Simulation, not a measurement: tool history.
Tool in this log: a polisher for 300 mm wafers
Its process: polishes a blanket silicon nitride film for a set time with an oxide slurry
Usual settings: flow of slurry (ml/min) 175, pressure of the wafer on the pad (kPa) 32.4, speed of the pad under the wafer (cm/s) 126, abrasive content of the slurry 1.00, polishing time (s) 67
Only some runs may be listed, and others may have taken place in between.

run,hour,flow of slurry (ml/min),pressure of the wafer on the pad (kPa),speed of the pad under the wafer (cm/s),abrasive content of the slurry,polishing time (s),"incoming thickness of the incoming film, nm",film removed (Å)
1,0.0,175,32.4,126,1.00,67,513.1,660
2,22.3,175,32.4,126,1.00,67,511.1,622
# hour 42.4: worn pad replaced by a new one
3,42.9,175,32.4,126,1.00,67,507.2,664
4,52.5,175,32.4,126,1.00,67,505.8,642
5,59.6,175,32.4,126,1.00,67,510.1,653
6,69.2,215,32.4,126,1.00,67,508.1,673
7,79.5,175,32.4,126,1.00,67,503.3,625
# hour 87.2: head pressure recalibrated
# hour 88.7: slurry blender recalibrated
8,90.1,175,32.4,126,1.00,67,505.4,616
# hour 95.4: conditioning disc replaced and pad reconditioned
# hour 111.4: slurry nozzle cleaned
9,117.7,130,32.4,126,1.00,67,511.3,639
10,128.9,225,32.4,126,1.00,67,508.4,679
11,140.1,215,32.4,126,1.15,67,502.9,693
# hour 155.6: worn pad replaced by a new one
12,157.8,150,32.4,126,1.00,67,511.6,666
13,170.8,175,32.4,96,0.80,67,518.0,499
14,183.9,175,32.4,126,1.00,67,504.9,647
# hour 225.0: slurry blender recalibrated
15,225.5,215,23.4,126,1.00,67,515.9,507
# hour 238.2: conditioning disc replaced and pad reconditioned
16,242.1,175,32.4,126,1.00,67,515.5,686
17,253.9,175,32.4,104,1.00,67,518.5,590
# hour 257.9: worn pad replaced by a new one
18,263.3,135,32.4,104,0.70,56,510.8,440
19,269.7,175,32.4,168,0.85,88,501.7,1095
20,286.1,125,40.7,96,1.00,67,511.9,627
21,298.9,125,32.4,160,1.00,67,513.8,742
22,311.9,220,32.4,126,1.10,67,507.2,718
23,326.0,220,32.4,126,1.10,67,512.7,689
24,339.3,175,32.4,126,1.00,67,519.7,628
25,350.3,175,32.4,126,1.00,67,512.2,612

Forecast each of these 5 alternatives for the next run:
A,350.7,175,32.4,168,1.00,67,506.9,?
B,350.7,135,32.4,126,1.10,67,506.9,?
C,350.7,175,32.4,126,1.00,88,506.9,?
D,350.7,155,32.4,126,1.00,74,506.9,?
E,350.7,175,39.3,144,0.90,67,506.9,?

run,film removed (Å)
A,750
B,611
C,813
D,670
E,743
With the hidden condition removed and each run's random variation left untouched, the same runs would have given:
run,film removed (Å)
A,981
B,769
C,1024
D,843
E,972
